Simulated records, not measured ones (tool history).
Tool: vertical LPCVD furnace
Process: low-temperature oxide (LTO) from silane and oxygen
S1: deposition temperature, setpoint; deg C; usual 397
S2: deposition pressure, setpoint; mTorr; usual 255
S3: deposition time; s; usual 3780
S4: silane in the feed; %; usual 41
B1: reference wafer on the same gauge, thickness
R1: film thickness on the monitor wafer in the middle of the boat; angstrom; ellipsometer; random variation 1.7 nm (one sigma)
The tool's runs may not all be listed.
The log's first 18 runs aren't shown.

run	day	S1	S2	S3	S4	B1	R1
19	40.746	397	255	4860	46	721.40	9991.8
# day 44.321: pressure gauge zeroed
20	46.838	397	255	4530	41	722.06	8216.0
# day 47.508: gauge calibrated
21	48.546	397	200	3780	41	722.16	5401.4
22	51.212	391	225	3360	45	722.07	5602.7
23	53.133	390	285	2430	45	721.56	5055.3
24	54.767	404	300	3300	47	721.74	8810.7
25	56.629	393	315	2700	47	721.81	6729.1
26	58.696	397	215	5040	33	722.43	5892.8
27	61.079	397	295	3780	41	722.28	8006.9
28	62.396	389	255	2490	47	722.06	4817.7
29	63.575	406	255	3780	41	721.93	7617.2
30	65.554	397	255	3780	46	722.33	7854.0
31	66.679	393	235	3780	41	721.75	6100.8

Forecast each of these 4 alternatives for the next run:
A	66.867	404	255	3780	41	?	?
B	66.867	397	285	5160	41	?	?
C	66.867	408	280	3780	41	?	?
D	66.867	397	190	5010	41	?	?

run	B1	R1
A	722.00	7445.5
B	722.00	10526.7
C	722.00	8531.0
D	722.00	6813.8
Without the tool's hidden state the same runs would have given:
run	R1
A	7336.3
B	10369.0
C	8407.4
D	6711.7

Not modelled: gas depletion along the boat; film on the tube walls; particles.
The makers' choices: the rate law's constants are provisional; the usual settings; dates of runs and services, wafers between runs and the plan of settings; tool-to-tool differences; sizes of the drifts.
